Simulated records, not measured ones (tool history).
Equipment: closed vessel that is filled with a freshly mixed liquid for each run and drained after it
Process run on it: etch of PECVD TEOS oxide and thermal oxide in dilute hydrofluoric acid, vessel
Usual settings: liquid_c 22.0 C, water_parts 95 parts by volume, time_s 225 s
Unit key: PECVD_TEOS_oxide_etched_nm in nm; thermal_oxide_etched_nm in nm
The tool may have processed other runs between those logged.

run     day  liquid_c  water_parts  time_s  read-back film thickness of the PECVD TEOS oxide reference wafer, read on the same gauge (nm)  read-back film thickness of the thermal oxide reference wafer, read on the same gauge (nm)  PECVD_TEOS_oxide_etched_nm  thermal_oxide_etched_nm
  1   0.000      22.0           95     170                                                                                          40.01                                                                                       49.99                       23.41                     9.94
  2   0.521      22.0           95     225                                                                                          39.99                                                                                       50.01                       31.15                    13.21
      1.096  -- hydrofluoric acid flow meter replaced
  3   1.129      22.0           95     225                                                                                          39.99                                                                                       50.02                       28.37                    11.96
  4   1.875      22.0           95     225                                                                                          40.00                                                                                       50.02                       28.65                    12.04
  5   2.533      22.0           95     225                                                                                          39.99                                                                                       50.01                       28.83                    12.12
  6   3.033      19.5           95     305                                                                                          40.00                                                                                       50.00                       35.32                    14.84
  7   3.621      23.5           70     225                                                                                          40.02                                                                                       49.99                       42.74                    18.07
  8   3.933      22.0           55     225                                                                                          40.00                                                                                       50.02                       52.33                    21.95
  9   4.496      22.0           95     225                                                                                          39.97                                                                                       50.00                       28.71                    12.18
 10   4.800      23.5           65     225                                                                                          40.02                                                                                       50.00                       46.77                    19.64
 11   5.454      22.0           95     225                                                                                          39.99                                                                                       49.99                       28.86                    12.22
 12   5.725      25.5           95     265                                                                                          39.98                                                                                       50.02                       38.98                    16.36
 13   6.354      22.0           70     225                                                                                          40.01                                                                                       50.00                       40.77                    17.01
 14   6.912      23.5           80     110                                                                                          40.03                                                                                       50.01                       18.29                     7.74
      7.367  -- thermometer replaced
 15   7.525      26.5          120     260                                                                                          40.00                                                                                       49.99                       27.64                    11.56
 16   8.138      24.0          120     225                                                                                          40.02                                                                                       49.99                       21.64                     9.21
 17   8.867      22.0          125     225                                                                                          39.97                                                                                       50.00                       19.29                     8.06
 18  10.100      17.0           55     225                                                                                          40.00                                                                                       49.98                       38.58                    16.25
 19  10.771      17.0          130     120                                                                                          39.98                                                                                       50.00                        8.09                     3.41

Run 20, settings as shown, results not yet in. Your forecast:
 20  11.138      25.5           95     265                                                                                              ?                                                                                           ?                           ?                        ?

Logged for run 20: read-back film thickness of the PECVD TEOS oxide reference wafer, read on the same gauge (nm) 40.03, read-back film thickness of the thermal oxide reference wafer, read on the same gauge (nm) 50.02, PECVD_TEOS_oxide_etched_nm 35.79 nm, thermal_oxide_etched_nm 14.99 nm.
Without the tool's hidden state the same run would have given PECVD_TEOS_oxide_etched_nm 33.95 nm, thermal_oxide_etched_nm 14.22 nm.
